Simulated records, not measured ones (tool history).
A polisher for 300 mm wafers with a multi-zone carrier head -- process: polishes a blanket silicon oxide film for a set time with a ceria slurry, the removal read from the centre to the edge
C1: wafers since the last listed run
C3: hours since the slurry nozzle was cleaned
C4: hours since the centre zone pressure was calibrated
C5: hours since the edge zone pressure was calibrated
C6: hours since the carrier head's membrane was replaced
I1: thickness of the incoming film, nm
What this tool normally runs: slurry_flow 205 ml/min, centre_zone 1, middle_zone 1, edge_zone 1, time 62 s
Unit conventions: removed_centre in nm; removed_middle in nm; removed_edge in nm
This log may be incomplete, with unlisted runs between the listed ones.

Run 1, hour 0: usual settings; C1 0; wafers polished on this pad 1073; C3 286.4; C4 53.6; C5 879.9; C6 400; I1 1062.5. Result: removed_centre 374 nm, removed_middle 370.8 nm, removed_edge 374 nm.
Run 2, hour 29.3: usual settings; C1 353; wafers polished on this pad 1426; C3 315.7; C4 82.9; C5 909.2; C6 429.3; I1 1072.5. Result: removed_centre 377 nm, removed_middle 364.9 nm, removed_edge 381.2 nm.
At hour 82.6: slurry nozzle cleaned.
Run 3, hour 96.5: usual settings; C1 798; wafers polished on this pad 2224; C3 13.9; C4 150.1; C5 976.4; C6 496.5; I1 1065.2. Result: removed_centre 392.5 nm, removed_middle 359.6 nm, removed_edge 374 nm.
At hour 147.6: worn pad replaced by a new one.
Run 4, hour 161.8: usual settings; C1 739; wafers polished on this pad 170; C3 79.2; C4 215.4; C5 1041.7; C6 561.8; I1 1095.2. Result: removed_centre 389.7 nm, removed_middle 363.9 nm, removed_edge 379.8 nm.
Run 5, hour 187.5: usual settings; C1 309; wafers polished on this pad 480; C3 104.9; C4 241.1; C5 1067.4; C6 587.5; I1 1083.7. Result: removed_centre 386.9 nm, removed_middle 358.4 nm, removed_edge 378.3 nm.
Run 6, hour 258: usual settings; C1 849; wafers polished on this pad 1330; C3 175.4; C4 311.6; C5 1137.9; C6 658; I1 1074. Result: removed_centre 397.3 nm, removed_middle 366.1 nm, removed_edge 374.7 nm.
Run 7, hour 317.1: usual settings; C1 712; wafers polished on this pad 2043; C3 234.5; C4 370.7; C5 1197; C6 717.1; I1 1065.4. Result: removed_centre 399.7 nm, removed_middle 360.4 nm, removed_edge 377.3 nm.
At hour 346.9: worn pad replaced by a new one.
Run 8, hour 380.3: usual settings but middle_zone 0.93; C1 713; wafers polished on this pad 402; C3 297.7; C4 433.9; C5 1260.2; C6 780.3; I1 1091.6. Result: removed_centre 399.2 nm, removed_middle 348.5 nm, removed_edge 377.5 nm.
Run 9, hour 444.3: usual settings but slurry_flow 185 ml/min; C1 771; wafers polished on this pad 1173; C3 361.7; C4 497.9; C5 1324.2; C6 844.3; I1 1080.8. Result: removed_centre 398.2 nm, removed_middle 358.4 nm, removed_edge 375.8 nm.
Run 10, hour 473.9: usual settings; C1 356; wafers polished on this pad 1530; C3 391.3; C4 527.5; C5 1353.8; C6 873.9; I1 1100.7. Result: removed_centre 406.9 nm, removed_middle 364.6 nm, removed_edge 378.7 nm.
At hour 503.8: slurry nozzle cleaned.
At hour 520: centre zone pressure recalibrated.
Run 11, hour 528.6: usual settings but slurry_flow 150 ml/min, time 82 s; C1 623; wafers polished on this pad 2154; C3 24.8; C4 8.6; C5 1408.5; C6 928.6; I1 1085.2. Result: removed_centre 470.4 nm, removed_middle 472.2 nm, removed_edge 480.8 nm.
At hour 553.7: edge zone pressure recalibrated.
At hour 564.5: worn pad replaced by a new one.
Run 12, hour 571.7: usual settings but slurry_flow 170 ml/min, centre_zone 1.09; C1 447; wafers polished on this pad 87; C3 67.9; C4 51.7; C5 18; C6 971.7; I1 1081.2. Result: removed_centre 391.7 nm, removed_middle 353.5 nm, removed_edge 371.3 nm.
At hour 586.7: carrier head's membrane replaced by a new one.
Run 13, hour 601.7: usual settings but slurry_flow 150 ml/min, time 82 s; C1 301; wafers polished on this pad 388; C3 97.9; C4 81.7; C5 48; C6 15; I1 1079.7. Result: removed_centre 491.4 nm, removed_middle 458 nm, removed_edge 488.6 nm.
Run 14, hour 634.9: usual settings; C1 400; wafers polished on this pad 788; C3 131.1; C4 114.9; C5 81.2; C6 48.2; I1 1081.3. Result: removed_centre 385.6 nm, removed_middle 357.3 nm, removed_edge 374.3 nm.
Run 15, hour 680.1: usual settings but middle_zone 0.95, edge_zone 0.91; C1 544; wafers polished on this pad 1333; C3 176.3; C4 160.1; C5 126.4; C6 93.4; I1 1075.5. Result: removed_centre 389.3 nm, removed_middle 350.7 nm, removed_edge 358 nm.
Run 16, hour 750.4: usual settings but slurry_flow 260 ml/min; C1 847; wafers polished on this pad 2181; C3 246.6; C4 230.4; C5 196.7; C6 163.7; I1 1069. Result: removed_centre 407 nm, removed_middle 366.8 nm, removed_edge 385.1 nm.
At hour 792.6: worn pad replaced by a new one.
Run 17, hour 939.2: usual settings but slurry_flow 240 ml/min, middle_zone 1.11, edge_zone 1.06, time 54 s; C1 2228; wafers polished on this pad 1767; C3 435.4; C4 419.2; C5 385.5; C6 352.5; I1 1083.4. Result: removed_centre 359.9 nm, removed_middle 350 nm, removed_edge 344.5 nm.
At hour 958.1: slurry nozzle cleaned.
At hour 985.7: worn pad replaced by a new one.
Run 18, hour 1009.7: usual settings but slurry_flow 245 ml/min, centre_zone 0.9, edge_zone 0.95, time 79 s; C1 789; wafers polished on this pad 289; C3 51.6; C4 489.7; C5 456; C6 423; I1 1082.6. Result: removed_centre 488.5 nm, removed_middle 457.4 nm, removed_edge 474.5 nm.
At hour 1058.2: centre zone pressure recalibrated.
Run 19, hour 1066.7: usual settings; C1 663; wafers polished on this pad 952; C3 108.6; C4 8.5; C5 513; C6 480; I1 1074.4. Result: removed_centre 369.7 nm, removed_middle 354.9 nm, removed_edge 374.5 nm.
Run 20, hour 1094.5: usual settings but slurry_flow 155 ml/min, centre_zone 0.94, edge_zone 1.04, time 81 s; C1 335; wafers polished on this pad 1287; C3 136.4; C4 36.3; C5 540.8; C6 507.8; I1 1070.7. Result: removed_centre 453.8 nm, removed_middle 466.5 nm, removed_edge 498.5 nm.

For some of the steps in removed_centre from one run to the next: how much would appear even if the tool had no hidden state, given the settings, what came in and random variation, and how much remains for the hidden state plus any gauge scatter that the measured result and the result without hidden state don't share?
The hidden state here: removal rate lost through wear of the pad, %; slurry flow missing at the pad, %; deviation of the centre zone's pressure from its setpoint, %; deviation of the edge zone's pressure from its setpoint, %.
Run 10 -> 11: slurry_flow 205 -> 150, time 62 -> 82, slurry nozzle cleaned, centre zone pressure recalibrated. removed_centre +63.5 nm: hidden state -26.2, all else +89.7.
Run 17 -> 18: slurry_flow 240 -> 245, centre_zone 1 -> 0.9, middle_zone 1.11 -> 1, edge_zone 1.06 -> 0.95, time 54 -> 79, slurry nozzle cleaned, worn pad replaced by a new one. removed_centre +128.6 nm: hidden state +10.1, all else +118.5.
Run 18 -> 19: slurry_flow 245 -> 205, centre_zone 0.9 -> 1, edge_zone 0.95 -> 1, time 79 -> 62, centre zone pressure recalibrated. removed_centre -118.8 nm: hidden state -31.9, all else -86.9.
